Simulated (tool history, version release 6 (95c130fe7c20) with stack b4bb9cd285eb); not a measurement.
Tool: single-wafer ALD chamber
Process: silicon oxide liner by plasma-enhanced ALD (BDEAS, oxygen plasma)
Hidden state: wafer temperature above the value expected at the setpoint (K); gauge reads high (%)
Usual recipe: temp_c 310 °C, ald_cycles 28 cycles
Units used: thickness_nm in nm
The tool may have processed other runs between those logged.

| run | hour | temp_c | ald_cycles | wafers since the last listed run | hours since the last thermocouple change | hours since the gauge calibration | read-back reference wafer on the same gauge, thickness_nm | thickness_nm |
|---|---|---|---|---|---|---|---|---|
| 1 | 0.0 | 310 | 28 | 0 | 1095.1 | 171.7 | 2.116 | 2.513 |
| 2 | 28.3 | 310 | 28 | 265 | 1123.4 | 200.0 | 2.116 | 2.527 |
| 3 | 41.8 | 310 | 28 | 126 | 1136.9 | 213.5 | 2.120 | 2.515 |
| 4 | 59.2 | 313 | 28 | 163 | 1154.3 | 230.9 | 2.109 | 2.520 |
| 5 | 93.5 | 313 | 28 | 322 | 1188.6 | 265.2 | 2.111 | 2.494 |
| 6 | 115.7 | 317 | 28 | 208 | 1210.8 | 287.4 | 2.112 | 2.477 |
| 7 | 132.6 | 306 | 25 | 158 | 1227.7 | 304.3 | 2.109 | 2.251 |
| 8 | 160.6 | 306 | 25 | 262 | 1255.7 | 332.3 | 2.108 | 2.265 |
|  | 173.5 | thermocouple changed; heater temperature recalibrated |
| 9 | 176.4 | 306 | 25 | 73 | 2.9 | 348.1 | 2.102 | 2.255 |
| 10 | 205.8 | 310 | 27 | 276 | 32.3 | 377.5 | 2.103 | 2.408 |
| 11 | 239.3 | 301 | 24 | 314 | 65.8 | 411.0 | 2.099 | 2.165 |
| 12 | 260.9 | 318 | 33 | 202 | 87.4 | 432.6 | 2.102 | 2.902 |
| 13 | 273.6 | 320 | 33 | 119 | 100.1 | 445.3 | 2.093 | 2.920 |
|  | 291.4 | gauge calibrated |
| 14 | 306.8 | 310 | 26 | 311 | 133.3 | 15.4 | 2.132 | 2.355 |
| 15 | 339.0 | 323 | 28 | 302 | 165.5 | 47.6 | 2.131 | 2.469 |
| 16 | 351.2 | 310 | 31 | 114 | 177.7 | 59.8 | 2.129 | 2.807 |
| 17 | 379.5 | 310 | 28 | 265 | 206.0 | 88.1 | 2.126 | 2.544 |
| 18 | 398.5 | 325 | 26 | 178 | 225.0 | 107.1 | 2.131 | 2.298 |
| 19 | 416.5 | 310 | 28 | 169 | 243.0 | 125.1 | 2.127 | 2.520 |
| 20 | 450.8 | 322 | 30 | 322 | 277.3 | 159.4 | 2.117 | 2.681 |
| 21 | 472.4 | 310 | 28 | 202 | 298.9 | 181.0 | 2.123 | 2.516 |

Below are 5 alternative next runs, each starting from the tool's condition after run 21. Predict each:
| A | 472.8 | 302 | 28 | 3 | 299.3 | 181.4 | ? | ? |
| B | 472.8 | 318 | 28 | 3 | 299.3 | 181.4 | ? | ? |
| C | 472.8 | 297 | 23 | 3 | 299.3 | 181.4 | ? | ? |
| D | 472.8 | 314 | 31 | 3 | 299.3 | 181.4 | ? | ? |
| E | 472.8 | 301 | 31 | 3 | 299.3 | 181.4 | ? | ? |

| run | read-back reference wafer on the same gauge, thickness_nm | thickness_nm |
|---|---|---|
| A | 2.122 | 2.539 |
| B | 2.122 | 2.488 |
| C | 2.122 | 2.108 |
| D | 2.122 | 2.769 |
| E | 2.122 | 2.815 |
Without the tool's unlogged condition, the same runs would have read:
| run | thickness_nm |
|---|---|
| A | 2.549 |
| B | 2.498 |
| C | 2.116 |
| D | 2.780 |
| E | 2.826 |

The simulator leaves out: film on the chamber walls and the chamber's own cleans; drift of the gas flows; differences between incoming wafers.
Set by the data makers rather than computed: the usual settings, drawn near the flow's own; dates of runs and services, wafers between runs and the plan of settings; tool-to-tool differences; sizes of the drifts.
